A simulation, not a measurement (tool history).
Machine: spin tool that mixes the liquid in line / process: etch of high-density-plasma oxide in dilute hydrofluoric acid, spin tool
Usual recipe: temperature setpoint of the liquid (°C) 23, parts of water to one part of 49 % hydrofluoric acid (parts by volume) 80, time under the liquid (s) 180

run    hour  temperature setpoint of the liquid (°C)  parts of water to one part of 49 % hydrofluoric acid (parts by volume)  time under the liquid (s)  read-back film thickness of the high-density-plasma oxide reference wafer, read on the same gauge (nm)  thickness taken off the high-density-plasma oxide on a monitor wafer (angstrom)
  1       0                                       23                                                                     110                        180                                                                                                     100                                                                             72.8
  2    57.2                                       23                                                                     110                        180                                                                                                  100.05                                                                               73
  3     121                                       23                                                                     110                        180                                                                                                   99.96                                                                             72.9
  4   187.3                                       23                                                                      80                        180                                                                                                     100                                                                            103.9
  5     261                                       23                                                                      80                        180                                                                                                   99.98                                                                            102.8
  6   332.9                                       23                                                                      80                        180                                                                                                  100.02                                                                            102.1
  7     439                                       25                                                                      80                        180                                                                                                  100.04                                                                            110.5
  8   493.5                                       23                                                                      80                        230                                                                                                  100.02                                                                            130.2
  9   576.9                                       23                                                                      80                        230                                                                                                  100.01                                                                            136.7
 10   662.6                                       23                                                                      70                        180                                                                                                   99.98                                                                            123.9
 11   956.2                                       26                                                                      80                        180                                                                                                  100.01                                                                            118.6
 12  1014.3                                       23                                                                      80                        180                                                                                                   99.96                                                                            104.6
 13  1079.3                                       23                                                                      80                        180                                                                                                  100.03                                                                            105.1
 14  1144.7                                       23                                                                      80                        105                                                                                                   99.99                                                                               61
 15  1246.5                                       23                                                                      90                        150                                                                                                  100.02                                                                             75.3
 16  1315.1                                       23                                                                      95                        210                                                                                                  100.01                                                                             99.1
 17  1386.4                                       23                                                                      80                         85                                                                                                   99.99                                                                             48.2
 18  1485.8                                       23                                                                      65                        180                                                                                                  100.01                                                                            128.3
 19  1550.2                                       23                                                                      45                        180                                                                                                  100.01                                                                            188.7
 20  1644.3                                       21                                                                      60                        180                                                                                                   99.97                                                                            127.3
 21  1745.3                                       23                                                                      80                        180                                                                                                   99.99                                                                            106.2
 22  2000.7                                     21.5                                                                      80                        180                                                                                                  100.02                                                                               99
 23  2069.3                                     21.5                                                                      50                         90                                                                                                     100                                                                               82
 24  2376.5                                       23                                                                     115                        180                                                                                                   99.99                                                                               69
 25  2458.9                                     24.5                                                                      50                        215                                                                                                  100.05                                                                              219
 26  2507.7                                       19                                                                      90                        235                                                                                                     100                                                                              100
 27  2569.7                                       23                                                                      80                        180                                                                                                   99.98                                                                            102.6
 28  2614.1                                       23                                                                      80                        180                                                                                                   99.98                                                                            102.4

Removed from this log: 6 entries logged between the listed runs. Between which two listed runs does each belong, and how does the tool's hidden state at the listed run before it compare with that at the listed run after it?
Logged between run 8 and run 9: thermometer replaced (hour 528.6)
  liquid colder than its thermometer reads (K): 1.34 -> 0.184
  what was measured, less what the result would be without the hidden state, thickness taken off the high-density-plasma oxide on a monitor wafer (angstrom): -7.3 -> -1
Logged between run 10 and run 11: hydrofluoric acid flow meter replaced (hour 769.3)
  liquid colder than its thermometer reads (K): 0.282 -> 0.619
  what was measured, less what the result would be without the hidden state, thickness taken off the high-density-plasma oxide on a monitor wafer (angstrom): -1.5 -> -3
Logged between run 20 and run 21: hydrofluoric acid flow meter replaced (hour 1665.4); thermometer replaced (hour 1678.7)
  liquid colder than its thermometer reads (K): 1.41 -> 0.201
  what was measured, less what the result would be without the hidden state, thickness taken off the high-density-plasma oxide on a monitor wafer (angstrom): -7.8 -> -0.8
Logged between run 21 and run 22: gauge calibrated (hour 1828.1)
  liquid colder than its thermometer reads (K): 0.201 -> 0.495
  what was measured, less what the result would be without the hidden state, thickness taken off the high-density-plasma oxide on a monitor wafer (angstrom): -0.8 -> -2.1
Logged between run 27 and run 28: hydrofluoric acid flow meter replaced (hour 2572.5)
  liquid colder than its thermometer reads (K): 1.15 -> 1.2
  what was measured, less what the result would be without the hidden state, thickness taken off the high-density-plasma oxide on a monitor wafer (angstrom): -5 -> -5.2
